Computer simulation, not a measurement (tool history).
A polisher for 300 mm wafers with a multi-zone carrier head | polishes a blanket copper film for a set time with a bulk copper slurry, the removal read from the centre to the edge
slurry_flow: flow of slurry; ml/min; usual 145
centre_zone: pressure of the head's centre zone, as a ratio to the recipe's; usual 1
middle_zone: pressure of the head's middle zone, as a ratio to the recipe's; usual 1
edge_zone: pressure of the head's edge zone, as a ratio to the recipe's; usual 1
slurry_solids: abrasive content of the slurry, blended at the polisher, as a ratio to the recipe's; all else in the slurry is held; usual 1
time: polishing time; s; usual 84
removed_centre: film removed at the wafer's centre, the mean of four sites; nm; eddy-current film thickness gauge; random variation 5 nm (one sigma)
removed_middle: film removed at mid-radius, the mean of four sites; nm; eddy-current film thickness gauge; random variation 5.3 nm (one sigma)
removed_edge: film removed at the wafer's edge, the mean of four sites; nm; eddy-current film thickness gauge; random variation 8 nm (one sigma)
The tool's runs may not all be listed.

run,hour,slurry_flow,centre_zone,middle_zone,edge_zone,slurry_solids,time,wafers since the last listed run,wafers polished on this pad,hours since the slurry nozzle was cleaned,hours since the centre zone pressure was calibrated,hours since the edge zone pressure was calibrated,hours since the carrier head's membrane was replaced,"incoming thickness of the incoming film, nm",removed_centre,removed_middle,removed_edge
1,0,145,1,1,1,1,93,0,709,143.9,367,177.1,1076.4,2698.8,590,587.5,595.2
2,66.7,145,1,1,1,1,93,756,1466,210.6,433.7,243.8,1143.1,2664.8,559,550.1,573.2
# hour 78.7: worn pad replaced by a new one
3,112.3,145,1,1,1,1,84,471,381,256.2,479.3,289.4,1188.7,2694.8,547.9,542.3,547.9
4,169.5,145,1,1,1,1,84,648,1030,313.4,536.5,346.6,1245.9,2717,525.7,526,534.5
# hour 175.2: edge zone pressure recalibrated
5,237.2,145,1,1,1,1,84,745,1775,381.1,604.2,62,1313.6,2695.1,505,484.7,497.7
# hour 246.3: worn pad replaced by a new one
6,274.6,145,1,1,1,1,84,378,321,418.5,641.6,99.4,1351,2703.3,563.2,546.2,546.3
# hour 287.6: carrier head's membrane replaced by a new one, of another model than before
# hour 301.2: centre zone pressure recalibrated
7,333,145,1,1,1,1,84,583,904,476.9,31.8,157.8,45.4,2678.9,529.6,520.9,544.7
# hour 377.4: worn pad replaced by a new one
8,402.6,145,1,1,1,1,84,744,286,546.5,101.4,227.4,115,2643.5,546.4,549.1,564.6
9,444.9,145,1,0.9,1.05,1,103,479,766,588.8,143.7,269.7,157.3,2689.3,658.8,617.4,697.5
# hour 453.1: slurry nozzle cleaned
10,472.6,190,1,1.11,1.06,1,84,302,1068,19.5,171.4,297.4,185,2679.7,556.9,566.2,582.4
11,506.8,145,0.94,1,1,1.1,103,388,1457,53.7,205.6,331.6,219.2,2683.8,588.1,630.4,647.9
# hour 519: worn pad replaced by a new one
# hour 551.1: edge zone pressure recalibrated
12,551.6,145,1,1,1,1,84,440,346,98.5,250.4,0.5,264,2667.5,552.3,540.4,553.1
13,610.2,105,1,1,1.12,1.15,111,664,1011,157.1,309,59.1,322.6,2692,642,653,751.6
# hour 664.3: worn pad replaced by a new one
14,666.8,185,1,1,1.1,1,58,596,28,213.7,365.6,115.7,379.2,2653.3,409.8,399.6,427.8
15,700.6,145,0.93,1,1.08,1,110,383,411,247.5,399.4,149.5,413,2656.1,631.2,702.6,776.6
16,743,145,1,1,1,1,84,481,892,289.9,441.8,191.9,455.4,2624.7,535.9,530.6,534.2

The tool's hidden state at each run:
slurry flow missing at the pad, %: 0 in every run
deviation of the centre zone's pressure from its setpoint, %: 0 in every run
deviation of the edge zone's pressure from its setpoint, %: 0 in every run
H1: removal rate lost through wear of the pad, %
run,H1
1,4.84
2,9.34
3,2.73
4,6.59
5,11.2
6,2.26
7,6.2
8,1.95
9,4.81
10,6.68
11,8.99
12,2.7
13,6.66
14,0.941
15,3.22
16,6.08
